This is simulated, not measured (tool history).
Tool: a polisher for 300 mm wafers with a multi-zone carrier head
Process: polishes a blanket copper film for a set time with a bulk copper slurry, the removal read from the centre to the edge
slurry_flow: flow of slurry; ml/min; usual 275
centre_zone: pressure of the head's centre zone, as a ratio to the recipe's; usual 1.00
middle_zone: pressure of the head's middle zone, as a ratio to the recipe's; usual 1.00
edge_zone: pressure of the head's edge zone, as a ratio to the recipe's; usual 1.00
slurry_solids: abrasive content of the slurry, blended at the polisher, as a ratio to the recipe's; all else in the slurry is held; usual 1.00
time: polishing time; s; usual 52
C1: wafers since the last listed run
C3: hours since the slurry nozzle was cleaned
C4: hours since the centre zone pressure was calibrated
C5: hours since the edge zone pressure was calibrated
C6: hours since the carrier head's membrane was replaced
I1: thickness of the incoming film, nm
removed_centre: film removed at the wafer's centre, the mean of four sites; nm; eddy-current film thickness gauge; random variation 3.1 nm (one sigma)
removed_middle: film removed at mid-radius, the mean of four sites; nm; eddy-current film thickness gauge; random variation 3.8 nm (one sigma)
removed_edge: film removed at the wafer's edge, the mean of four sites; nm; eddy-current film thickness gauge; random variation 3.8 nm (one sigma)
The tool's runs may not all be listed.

Run 1, day 0.000: usual settings; C1 0; wafers polished on this pad 885; C3 186.7; C4 1354.2; C5 821.3; C6 1502.4; I1 4430.8. Result: removed_centre 307.8 nm, removed_middle 335.1 nm, removed_edge 324.1 nm.
Run 2, day 0.717: usual settings; C1 118; wafers polished on this pad 1004; C3 203.9; C4 1371.4; C5 838.5; C6 1519.6; I1 4527.4. Result: removed_centre 306.9 nm, removed_middle 326.7 nm, removed_edge 325.0 nm.
Run 3, day 1.346: usual settings but centre_zone 1.12, edge_zone 0.96, slurry_solids 1.30; C1 103; wafers polished on this pad 1107; C3 219.0; C4 1386.5; C5 853.6; C6 1534.7; I1 4495.2. Result: removed_centre 371.7 nm, removed_middle 355.4 nm, removed_edge 346.9 nm.
At day 1.579: slurry nozzle cleaned.
Run 4, day 1.929: usual settings but edge_zone 1.07; C1 89; wafers polished on this pad 1197; C3 8.4; C4 1400.5; C5 867.6; C6 1548.7; I1 4442.1. Result: removed_centre 299.1 nm, removed_middle 321.7 nm, removed_edge 320.9 nm.
Run 5, day 2.696: usual settings but slurry_flow 205 ml/min, middle_zone 0.89; C1 126; wafers polished on this pad 1323; C3 26.8; C4 1418.9; C5 886.0; C6 1567.1; I1 4486.9. Result: removed_centre 294.6 nm, removed_middle 282.5 nm, removed_edge 308.3 nm.
At day 3.258: worn pad replaced by a new one.
At day 3.371: centre zone pressure recalibrated.
Run 6, day 4.062: usual settings but centre_zone 0.92, edge_zone 0.88; C1 184; wafers polished on this pad 118; C3 59.6; C4 16.6; C5 918.8; C6 1599.9; I1 4436.6. Result: removed_centre 306.2 nm, removed_middle 341.9 nm, removed_edge 315.0 nm.
Run 7, day 6.488: usual settings but centre_zone 1.04, middle_zone 1.08; C1 399; wafers polished on this pad 518; C3 117.8; C4 74.8; C5 977.0; C6 1658.1; I1 4527.7. Result: removed_centre 339.3 nm, removed_middle 354.0 nm, removed_edge 329.2 nm.
Run 8, day 7.588: usual settings; C1 181; wafers polished on this pad 700; C3 144.2; C4 101.2; C5 1003.4; C6 1684.5; I1 4522.5. Result: removed_centre 334.4 nm, removed_middle 339.0 nm, removed_edge 328.2 nm.
Run 9, day 8.250: usual settings but slurry_flow 225 ml/min, time 38 s; C1 109; wafers polished on this pad 809; C3 160.1; C4 117.1; C5 1019.3; C6 1700.4; I1 4474.4. Result: removed_centre 233.6 nm, removed_middle 238.5 nm, removed_edge 236.9 nm.
Run 10, day 9.542: usual settings but slurry_solids 1.15; C1 213; wafers polished on this pad 1022; C3 191.1; C4 148.1; C5 1050.3; C6 1731.4; I1 4442.2. Result: removed_centre 339.2 nm, removed_middle 341.7 nm, removed_edge 337.2 nm.
Run 11, day 10.171: usual settings but middle_zone 0.93; C1 103; wafers polished on this pad 1126; C3 206.2; C4 163.2; C5 1065.4; C6 1746.5; I1 4550.1. Result: removed_centre 321.0 nm, removed_middle 306.8 nm, removed_edge 316.4 nm.
At day 10.712: carrier head's membrane replaced by a new one.
At day 10.979: worn pad replaced by a new one.
At day 11.008: slurry nozzle cleaned.
At day 11.521: edge zone pressure recalibrated.
Run 12, day 11.588: usual settings but slurry_flow 200 ml/min, middle_zone 0.91; C1 153; wafers polished on this pad 82; C3 13.9; C4 197.2; C5 1.6; C6 21.0; I1 4491.8. Result: removed_centre 313.9 nm, removed_middle 302.4 nm, removed_edge 319.6 nm.
Run 13, day 12.446: usual settings; C1 141; wafers polished on this pad 223; C3 34.5; C4 217.8; C5 22.2; C6 41.6; I1 4441.9. Result: removed_centre 325.3 nm, removed_middle 333.3 nm, removed_edge 327.1 nm.
Run 14, day 13.079: usual settings but time 68 s; C1 104; wafers polished on this pad 328; C3 49.7; C4 233.0; C5 37.4; C6 56.8; I1 4514.9. Result: removed_centre 426.0 nm, removed_middle 440.3 nm, removed_edge 429.7 nm.
Run 15, day 14.433: usual settings but middle_zone 0.93, edge_zone 1.05; C1 223; wafers polished on this pad 551; C3 82.2; C4 265.5; C5 69.9; C6 89.3; I1 4481.1. Result: removed_centre 317.9 nm, removed_middle 318.1 nm, removed_edge 337.9 nm.
Run 16, day 15.050: usual settings but slurry_flow 335 ml/min, centre_zone 1.10, time 65 s; C1 101; wafers polished on this pad 653; C3 97.0; C4 280.3; C5 84.7; C6 104.1; I1 4459.5. Result: removed_centre 455.0 nm, removed_middle 417.6 nm, removed_edge 407.1 nm.
Run 17, day 16.388: usual settings but slurry_flow 320 ml/min; C1 220; wafers polished on this pad 873; C3 129.1; C4 312.4; C5 116.8; C6 136.2; I1 4436.5. Result: removed_centre 324.8 nm, removed_middle 338.0 nm, removed_edge 335.5 nm.
Run 18, day 17.633: usual settings but centre_zone 1.06, slurry_solids 0.85; C1 205; wafers polished on this pad 1079; C3 159.0; C4 342.3; C5 146.7; C6 166.1; I1 4478.9. Result: removed_centre 316.5 nm, removed_middle 308.4 nm, removed_edge 301.6 nm.
Run 19, day 18.383: usual settings but slurry_flow 250 ml/min, edge_zone 0.92; C1 123; wafers polished on this pad 1203; C3 177.0; C4 360.3; C5 164.7; C6 184.1; I1 4514.3. Result: removed_centre 305.1 nm, removed_middle 320.8 nm, removed_edge 302.1 nm.
Run 20, day 18.988: usual settings but centre_zone 1.07, slurry_solids 1.25; C1 99; wafers polished on this pad 1302; C3 191.5; C4 374.8; C5 179.2; C6 198.6; I1 4407.6. Result: removed_centre 366.9 nm, removed_middle 345.7 nm, removed_edge 343.2 nm.
At day 19.504: worn pad replaced by a new one.
At day 19.700: slurry nozzle cleaned.
Run 21, day 20.008: usual settings but centre_zone 0.92, middle_zone 1.10, edge_zone 1.07, time 61 s; C1 134; wafers polished on this pad 76; C3 7.4; C4 399.3; C5 203.7; C6 223.1; I1 4546.0. Result: removed_centre 348.9 nm, removed_middle 429.8 nm, removed_edge 399.1 nm.
Run 22, day 20.992: usual settings; C1 162; wafers polished on this pad 238; C3 31.0; C4 422.9; C5 227.3; C6 246.7; I1 4586.8. Result: removed_centre 327.9 nm, removed_middle 333.3 nm, removed_edge 331.6 nm.

Forecast each of these 3 alternatives for the next run:
Run A, day 21.008: usual settings; C1 2; wafers polished on this pad 241; C3 31.4; C4 423.3; C5 227.7; C6 247.1; I1 4475.8. Result: removed_centre ?, removed_middle ?, removed_edge ?.
Run B, day 21.008: usual settings but slurry_flow 305 ml/min, centre_zone 0.93, edge_zone 0.90, time 69 s; C1 2; wafers polished on this pad 241; C3 31.4; C4 423.3; C5 227.7; C6 247.1; I1 4475.8. Result: removed_centre ?, removed_middle ?, removed_edge ?.
Run C, day 21.008: usual settings but centre_zone 1.07, edge_zone 1.05, slurry_solids 1.20, time 40 s; C1 2; wafers polished on this pad 241; C3 31.4; C4 423.3; C5 227.7; C6 247.1; I1 4475.8. Result: removed_centre ?, removed_middle ?, removed_edge ?.

run  removed_centre  removed_middle  removed_edge
  A           327.6           330.7         335.4
  B           408.7           443.6         428.7
  C           286.7           270.2         280.2
Without the tool's hidden state the same runs would have given:
run  removed_centre  removed_middle  removed_edge
  A           337.1           331.4         336.1
  B           420.6           444.5         429.6
  C           295.0           270.7         280.8
